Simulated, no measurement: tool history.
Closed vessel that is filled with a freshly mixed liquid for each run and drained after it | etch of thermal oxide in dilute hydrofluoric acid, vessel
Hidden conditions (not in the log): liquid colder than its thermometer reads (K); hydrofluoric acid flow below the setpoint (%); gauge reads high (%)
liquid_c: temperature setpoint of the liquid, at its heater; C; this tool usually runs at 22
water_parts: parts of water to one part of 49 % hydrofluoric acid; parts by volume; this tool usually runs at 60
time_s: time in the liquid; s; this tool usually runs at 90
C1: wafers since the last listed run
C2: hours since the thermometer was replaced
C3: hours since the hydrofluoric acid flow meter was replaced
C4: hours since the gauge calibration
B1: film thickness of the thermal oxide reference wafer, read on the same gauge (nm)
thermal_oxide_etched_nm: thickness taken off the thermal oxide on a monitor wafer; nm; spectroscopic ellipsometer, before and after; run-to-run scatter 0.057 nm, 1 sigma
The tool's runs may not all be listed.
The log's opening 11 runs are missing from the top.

run 12 day=25.771 | liquid_c=22 water_parts=70 time_s=135 | C1=2346 C2=1242.4 C3=206.7 C4=418.6 | B1=130 | thermal_oxide_etched_nm=8.32
run 13 day=27.112 | liquid_c=23.5 water_parts=80 time_s=40 | C1=1993 C2=1274.6 C3=238.9 C4=450.8 | B1=130 | thermal_oxide_etched_nm=2.33
run 14 day=28.912 | liquid_c=22 water_parts=60 time_s=90 | C1=2674 C2=1317.8 C3=282.1 C4=494 | B1=130.01 | thermal_oxide_etched_nm=6.71
-- day=30.608 thermometer replaced
run 15 day=31.279 | liquid_c=18 water_parts=40 time_s=105 | C1=3454 C2=16.1 C3=338.9 C4=550.8 | B1=130 | thermal_oxide_etched_nm=10.17
run 16 day=33.183 | liquid_c=24.5 water_parts=60 time_s=90 | C1=2829 C2=61.8 C3=384.6 C4=596.5 | B1=130 | thermal_oxide_etched_nm=7.4
run 17 day=36.104 | liquid_c=22 water_parts=60 time_s=90 | C1=4339 C2=131.9 C3=454.7 C4=666.6 | B1=130 | thermal_oxide_etched_nm=6.63
run 18 day=38.488 | liquid_c=22 water_parts=45 time_s=145 | C1=3540 C2=189.1 C3=511.9 C4=723.8 | B1=130 | thermal_oxide_etched_nm=14.69
run 19 day=41.404 | liquid_c=18 water_parts=85 time_s=105 | C1=4333 C2=259.1 C3=581.9 C4=793.8 | B1=129.98 | thermal_oxide_etched_nm=4.5
run 20 day=43.012 | liquid_c=22 water_parts=60 time_s=90 | C1=2389 C2=297.7 C3=620.5 C4=832.4 | B1=130.02 | thermal_oxide_etched_nm=6.62
run 21 day=45.483 | liquid_c=24 water_parts=45 time_s=55 | C1=3670 C2=357 C3=679.8 C4=891.7 | B1=130 | thermal_oxide_etched_nm=6.06
run 22 day=46.708 | liquid_c=22 water_parts=60 time_s=90 | C1=1819 C2=386.4 C3=709.2 C4=921.1 | B1=130 | thermal_oxide_etched_nm=6.71
run 23 day=48.238 | liquid_c=22 water_parts=40 time_s=90 | C1=2271 C2=423.1 C3=745.9 C4=957.8 | B1=130 | thermal_oxide_etched_nm=10.34
run 24 day=50.738 | liquid_c=22 water_parts=60 time_s=50 | C1=3714 C2=483.1 C3=805.9 C4=1017.8 | B1=130.02 | thermal_oxide_etched_nm=3.76
run 25 day=53.392 | liquid_c=22 water_parts=70 time_s=90 | C1=3943 C2=546.8 C3=869.6 C4=1081.5 | B1=129.96 | thermal_oxide_etched_nm=5.74
run 26 day=55.846 | liquid_c=19.5 water_parts=50 time_s=50 | C1=3646 C2=605.7 C3=928.5 C4=1140.4 | B1=130.02 | thermal_oxide_etched_nm=4.08
run 27 day=58.729 | liquid_c=22 water_parts=60 time_s=90 | C1=4283 C2=674.9 C3=997.7 C4=1209.6 | B1=130 | thermal_oxide_etched_nm=6.59
run 28 day=60.908 | liquid_c=22 water_parts=60 time_s=90 | C1=3237 C2=727.2 C3=1050 C4=1261.9 | B1=129.99 | thermal_oxide_etched_nm=6.65
run 29 day=63.871 | liquid_c=19.5 water_parts=70 time_s=60 | C1=4401 C2=798.3 C3=1121.1 C4=1333 | B1=130.03 | thermal_oxide_etched_nm=3.41
run 30 day=65.129 | liquid_c=20 water_parts=80 time_s=90 | C1=1869 C2=828.5 C3=1151.3 C4=1363.2 | B1=129.98 | thermal_oxide_etched_nm=4.44

For run 31, what comes out?
run 31 day=67.683 | liquid_c=22 water_parts=30 time_s=90 | C1=3794 C2=889.8 C3=1212.6 C4=1424.5 | B1=? | thermal_oxide_etched_nm=?

B1: 130
thermal_oxide_etched_nm: 13.92 nm
Minus the tool's unlogged condition, the same run would have read thermal_oxide_etched_nm 13.92 nm.
